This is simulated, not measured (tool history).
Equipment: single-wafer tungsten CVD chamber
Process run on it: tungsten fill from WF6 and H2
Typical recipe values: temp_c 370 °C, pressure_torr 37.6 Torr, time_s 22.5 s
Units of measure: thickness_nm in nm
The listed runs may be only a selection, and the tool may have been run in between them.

| run | day | temp_c | pressure_torr | time_s | wafers since the last listed run | hours since the last thermocouple change | hours since the last manometer calibration | hours since the showerhead was replaced | hours since the gauge calibration | read-back reference wafer on the same gauge, thickness_nm | thickness_nm |
|---|---|---|---|---|---|---|---|---|---|---|---|
| 1 | 0 | 370 | 37.6 | 22.5 | 0 | 500.7 | 988.7 | 6114.3 | 18.5 | 33.996 | 41.27 |
| 2 | 3.083 | 370 | 37.6 | 22.5 | 2291 | 574.7 | 1062.7 | 6188.3 | 92.5 | 33.963 | 41.431 |
| 3 | 7.004 | 370 | 37.6 | 22.5 | 2913 | 668.8 | 1156.8 | 6282.4 | 186.6 | 34.021 | 41.12 |
| 4 | 10.808 | 370 | 37.6 | 22.5 | 2826 | 760.1 | 1248.1 | 6373.7 | 277.9 | 34.018 | 41.305 |
| 5 | 14.496 | 370 | 37.6 | 22.5 | 2739 | 848.6 | 1336.6 | 6462.2 | 366.4 | 34.043 | 41.637 |
| 6 | 16.592 | 370 | 37.6 | 22.5 | 1557 | 898.9 | 1386.9 | 6512.5 | 416.7 | 34.022 | 41.396 |
| 7 | 20.542 | 370 | 37.6 | 22.5 | 2935 | 993.7 | 1481.7 | 6607.3 | 511.5 | 33.988 | 41.478 |
| 8 | 24.767 | 370 | 37.6 | 22.5 | 3139 | 1095.1 | 1583.1 | 6708.7 | 612.9 | 33.994 | 41.685 |
| 9 | 26.675 | 370 | 37.6 | 22.5 | 1417 | 1140.9 | 1628.9 | 6754.5 | 658.7 | 34.034 | 41.554 |
| 10 | 28.596 | 370 | 43 | 22.5 | 1427 | 1187 | 1675 | 6800.6 | 704.8 | 33.986 | 44.701 |
| 11 | 30.225 | 370 | 37.6 | 22.5 | 1210 | 1226.1 | 1714.1 | 6839.7 | 743.9 | 34.043 | 41.594 |
| 12 | 35.733 | 370 | 37.6 | 22.5 | 4092 | 1358.3 | 1846.3 | 6971.9 | 876.1 | 34.059 | 41.457 |
| 13 | 39.329 | 370 | 37.6 | 22.5 | 2671 | 1444.6 | 1932.6 | 7058.2 | 962.4 | 34.033 | 41.632 |
| 14 | 41.304 | 370 | 37.6 | 22.5 | 1467 | 1492 | 1980 | 7105.6 | 1009.8 | 33.988 | 41.654 |
| 15 | 45.108 | 370 | 37.6 | 26 | 2826 | 1583.3 | 2071.3 | 7196.9 | 1101.1 | 34.019 | 48.254 |
|  | 46.204 | capacitance manometer re-zeroed and calibrated |
|  | 53.188 | thermocouple changed; heater temperature recalibrated |
|  | 53.746 | gauge calibrated |
| 16 | 54.783 | 365 | 34.1 | 20.4 | 6693 | 38.3 | 205.9 | 7429.1 | 24.9 | 34.008 | 30.267 |
| 17 | 56.325 | 375 | 46.7 | 20.2 | 1145 | 75.3 | 242.9 | 7466.1 | 61.9 | 34.042 | 43.204 |
| 18 | 59.442 | 370 | 37.6 | 26.9 | 2315 | 150.1 | 317.7 | 7540.9 | 136.7 | 34.015 | 47.112 |
| 19 | 61.225 | 370 | 44.5 | 20.7 | 1325 | 192.9 | 360.5 | 7583.7 | 179.5 | 34.005 | 39.23 |
|  | 62.025 | showerhead replaced |
| 20 | 64.679 | 370 | 37.6 | 22.5 | 2318 | 275.8 | 443.4 | 63.7 | 262.4 | 34.014 | 39.368 |
|  | 68.167 | thermocouple changed; heater temperature recalibrated, repeated, since the last time left the tool worse |
| 21 | 68.271 | 370 | 37.6 | 22.5 | 2421 | 2.5 | 529.6 | 149.9 | 348.6 | 34.009 | 40.678 |
| 22 | 70.588 | 370 | 37.6 | 22.5 | 1721 | 58.1 | 585.2 | 205.5 | 404.2 | 34.052 | 40.802 |
| 23 | 74.221 | 370 | 37.6 | 22.5 | 2699 | 145.3 | 672.4 | 292.7 | 491.4 | 34.048 | 40.82 |
| 24 | 76.238 | 364 | 31.3 | 22.5 | 1498 | 193.7 | 720.8 | 341.1 | 539.8 | 34.001 | 32.932 |
| 25 | 79.525 | 384 | 28.5 | 18.9 | 2442 | 272.6 | 799.7 | 420 | 618.7 | 33.985 | 39.504 |
| 26 | 83.95 | 384 | 37.6 | 22.5 | 3287 | 378.8 | 905.9 | 526.2 | 724.9 | 34.001 | 54.551 |
| 27 | 88.408 | 384 | 30.6 | 25.1 | 3312 | 485.8 | 1012.9 | 633.2 | 831.9 | 34.041 | 55.026 |

Measured less the same run without the tool's hidden state. The same run-to-run variation is in both; the gauge's scatter may not be:
Hidden state present: wafer temperature above the value expected at the setpoint (K); true pressure above the setpoint (%); gauge reads high (%).
| run | thickness_nm |
|---|---|
| 1 | +0.583 |
| 2 | +0.646 |
| 3 | +0.709 |
| 4 | +0.77 |
| 5 | +0.826 |
| 6 | +0.845 |
| 7 | +0.89 |
| 8 | +0.934 |
| 9 | +0.948 |
| 10 | +1.035 |
| 11 | +0.976 |
| 12 | +1.008 |
| 13 | +1.033 |
| 14 | +1.043 |
| 15 | +1.229 |
| 16 | -1.337 |
| 17 | -1.76 |
| 18 | -1.836 |
| 19 | -1.468 |
| 20 | -1.366 |
| 21 | +0.051 |
| 22 | +0.145 |
| 23 | +0.279 |
| 24 | +0.288 |
| 25 | +0.409 |
| 26 | +0.712 |
| 27 | +0.847 |
